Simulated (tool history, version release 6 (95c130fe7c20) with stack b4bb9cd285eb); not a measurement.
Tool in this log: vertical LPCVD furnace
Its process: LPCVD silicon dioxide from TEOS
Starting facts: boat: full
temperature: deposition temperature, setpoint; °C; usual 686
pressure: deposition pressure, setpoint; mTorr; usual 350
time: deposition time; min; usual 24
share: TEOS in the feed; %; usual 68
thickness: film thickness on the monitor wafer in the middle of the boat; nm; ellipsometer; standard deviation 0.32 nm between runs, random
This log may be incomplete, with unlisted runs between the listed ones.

| run | hour | temperature | pressure | time | share | wafers since the last listed run | hours since the last temperature calibration | hours since the pressure gauge was zeroed | hours since the TEOS flow controller was replaced | hours since the gauge calibration | read-back reference wafer on the same gauge, thickness | thickness |
|---|---|---|---|---|---|---|---|---|---|---|---|---|
| 1 | 0 | 686 | 350 | 24 | 68 | 0 | 3221.6 | 3349.4 | 4453.1 | 190.9 | 120.02 | 131.58 |
| 2 | 19.6 | 686 | 350 | 24 | 63 | 317 | 3241.2 | 3369 | 4472.7 | 210.5 | 120.02 | 126.14 |
| 3 | 31.8 | 686 | 415 | 31 | 68 | 197 | 3253.4 | 3381.2 | 4484.9 | 222.7 | 120.02 | 185.01 |
| 4 | 44 | 686 | 415 | 31 | 68 | 197 | 3265.6 | 3393.4 | 4497.1 | 234.9 | 119.97 | 184.12 |
| 5 | 57.7 | 686 | 415 | 31 | 68 | 221 | 3279.3 | 3407.1 | 4510.8 | 248.6 | 119.98 | 184.42 |
| 6 | 82.2 | 686 | 350 | 24 | 68 | 396 | 3303.8 | 3431.6 | 4535.3 | 273.1 | 120.01 | 131.32 |
| 7 | 130 | 686 | 350 | 24 | 68 | 773 | 3351.6 | 3479.4 | 4583.1 | 320.9 | 120.01 | 131.23 |
| 8 | 147.4 | 686 | 350 | 24 | 68 | 281 | 3369 | 3496.8 | 4600.5 | 338.3 | 119.98 | 131.75 |
| 9 | 163.1 | 686 | 350 | 24 | 68 | 253 | 3384.7 | 3512.5 | 4616.2 | 354 | 119.98 | 131.41 |
| 10 | 182.8 | 686 | 350 | 24 | 68 | 318 | 3404.4 | 3532.2 | 4635.9 | 373.7 | 119.99 | 130.63 |
| 11 | 215.7 | 686 | 350 | 26 | 68 | 532 | 3437.3 | 3565.1 | 4668.8 | 406.6 | 120.05 | 142.19 |
| 12 | 237.8 | 686 | 330 | 24 | 68 | 357 | 3459.4 | 3587.2 | 4690.9 | 428.7 | 119.98 | 127.65 |
| 13 | 264.8 | 686 | 350 | 24 | 68 | 436 | 3486.4 | 3614.2 | 4717.9 | 455.7 | 119.98 | 130.96 |
| 14 | 279.5 | 686 | 350 | 24 | 68 | 237 | 3501.1 | 3628.9 | 4732.6 | 470.4 | 120 | 131.14 |
| 15 | 309 | 686 | 350 | 24 | 68 | 477 | 3530.6 | 3658.4 | 4762.1 | 499.9 | 120.01 | 130.85 |
| 16 | 323.5 | 686 | 350 | 24 | 68 | 234 | 3545.1 | 3672.9 | 4776.6 | 514.4 | 120 | 131.59 |
|  | 343.8 | gauge calibrated |
|  | 354 | thermocouples replaced and temperature profile calibrated |
|  | 366.6 | TEOS flow controller replaced |
| 17 | 367.1 | 686 | 350 | 15 | 68 | 112 | 13.1 | 3716.5 | 0.5 | 23.3 | 119.97 | 82.14 |
| 18 | 374.9 | 686 | 420 | 24 | 68 | 126 | 20.9 | 3724.3 | 8.3 | 31.1 | 120.02 | 143.88 |
|  | 408.7 | pressure gauge zeroed |
| 19 | 409.2 | 691 | 350 | 27.5 | 81 | 166 | 55.2 | 0.5 | 42.6 | 65.4 | 119.98 | 184.85 |
| 20 | 422.1 | 686 | 350 | 24 | 68 | 208 | 68.1 | 13.4 | 55.5 | 78.3 | 120 | 130.74 |
| 21 | 437.2 | 686 | 350 | 24 | 79 | 244 | 83.2 | 28.5 | 70.6 | 93.4 | 119.98 | 141.28 |
| 22 | 465.7 | 678 | 350 | 21.5 | 68 | 461 | 111.7 | 57 | 99.1 | 121.9 | 119.98 | 96.8 |
| 23 | 501 | 686 | 350 | 31.5 | 61 | 571 | 147 | 92.3 | 134.4 | 157.2 | 119.98 | 163.01 |
| 24 | 530.4 | 694 | 275 | 24 | 82 | 475 | 176.4 | 121.7 | 163.8 | 186.6 | 120.02 | 154.68 |
| 25 | 547.8 | 686 | 350 | 31 | 81 | 281 | 193.8 | 139.1 | 181.2 | 204 | 119.97 | 185.22 |
| 26 | 578.2 | 694 | 350 | 16.5 | 68 | 491 | 224.2 | 169.5 | 211.6 | 234.4 | 120 | 109.37 |
| 27 | 615.4 | 691 | 285 | 24 | 68 | 601 | 261.4 | 206.7 | 248.8 | 271.6 | 120.02 | 133.51 |

Alternative continuations, all from the tool just after run 27; predict every row:
| A | 620 | 686 | 350 | 24 | 68 | 74 | 266 | 211.3 | 253.4 | 276.2 | ? | ? |
| B | 620 | 690 | 325 | 15.5 | 55 | 74 | 266 | 211.3 | 253.4 | 276.2 | ? | ? |
| C | 620 | 686 | 375 | 24 | 81 | 74 | 266 | 211.3 | 253.4 | 276.2 | ? | ? |

| run | read-back reference wafer on the same gauge, thickness | thickness |
|---|---|---|
| A | 119.96 | 131.39 |
| B | 119.96 | 80.9 |
| C | 119.96 | 148.44 |
With the hidden condition removed and each run's random variation left untouched, the same runs would have given:
| run | thickness |
|---|---|
| A | 131.39 |
| B | 80.9 |
| C | 148.44 |
